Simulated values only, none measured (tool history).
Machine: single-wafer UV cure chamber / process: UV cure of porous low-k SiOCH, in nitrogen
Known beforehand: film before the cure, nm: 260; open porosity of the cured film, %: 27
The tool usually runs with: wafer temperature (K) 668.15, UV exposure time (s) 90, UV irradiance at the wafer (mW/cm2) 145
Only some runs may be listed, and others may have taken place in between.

| run | hour | wafer temperature (K) | UV exposure time (s) | UV irradiance at the wafer (mW/cm2) | loss of film thickness in the cure (%) |
|---|---|---|---|---|---|
| 1 | 0.0 | 668.15 | 90 | 145 | 10.763 |
| 2 | 25.2 | 680.15 | 90 | 161 | 11.178 |
| 3 | 91.8 | 680.15 | 90 | 161 | 10.754 |
|  | 118.6 | quartz window cleaned |
| 4 | 176.9 | 668.15 | 90 | 145 | 11.331 |
| 5 | 377.1 | 668.15 | 65 | 145 | 9.415 |
| 6 | 404.8 | 668.15 | 65 | 145 | 9.198 |
| 7 | 443.7 | 668.15 | 65 | 145 | 9.055 |
|  | 472.3 | UV bulbs replaced |
| 8 | 488.4 | 668.15 | 90 | 126 | 9.797 |
|  | 519.9 | quartz window cleaned |
| 9 | 536.8 | 668.15 | 70 | 157 | 10.360 |
| 10 | 603.1 | 668.15 | 115 | 145 | 12.454 |
| 11 | 658.2 | 668.15 | 65 | 145 | 9.736 |
| 12 | 708.7 | 668.15 | 90 | 134 | 10.790 |
| 13 | 733.6 | 668.15 | 90 | 145 | 11.051 |
| 14 | 795.2 | 668.15 | 125 | 145 | 12.497 |
| 15 | 856.9 | 660.15 | 105 | 123 | 10.361 |
| 16 | 927.5 | 668.15 | 90 | 145 | 10.172 |

Below are 5 alternative next runs, each starting from the tool's condition after run 16. Predict each:
| A | 928.0 | 668.15 | 90 | 145 | ? |
| B | 928.0 | 668.15 | 90 | 127 | ? |
| C | 928.0 | 653.15 | 105 | 134 | ? |
| D | 928.0 | 657.15 | 90 | 145 | ? |
| E | 928.0 | 668.15 | 90 | 116 | ? |

| run | loss of film thickness in the cure (%) |
|---|---|
| A | 10.148 |
| B | 9.506 |
| C | 10.223 |
| D | 9.936 |
| E | 9.072 |
Stripped of hidden state, with their random variation kept, the same runs would have yielded:
| run | loss of film thickness in the cure (%) |
|---|---|
| A | 11.297 |
| B | 10.643 |
| C | 11.373 |
| D | 11.081 |
| E | 10.200 |
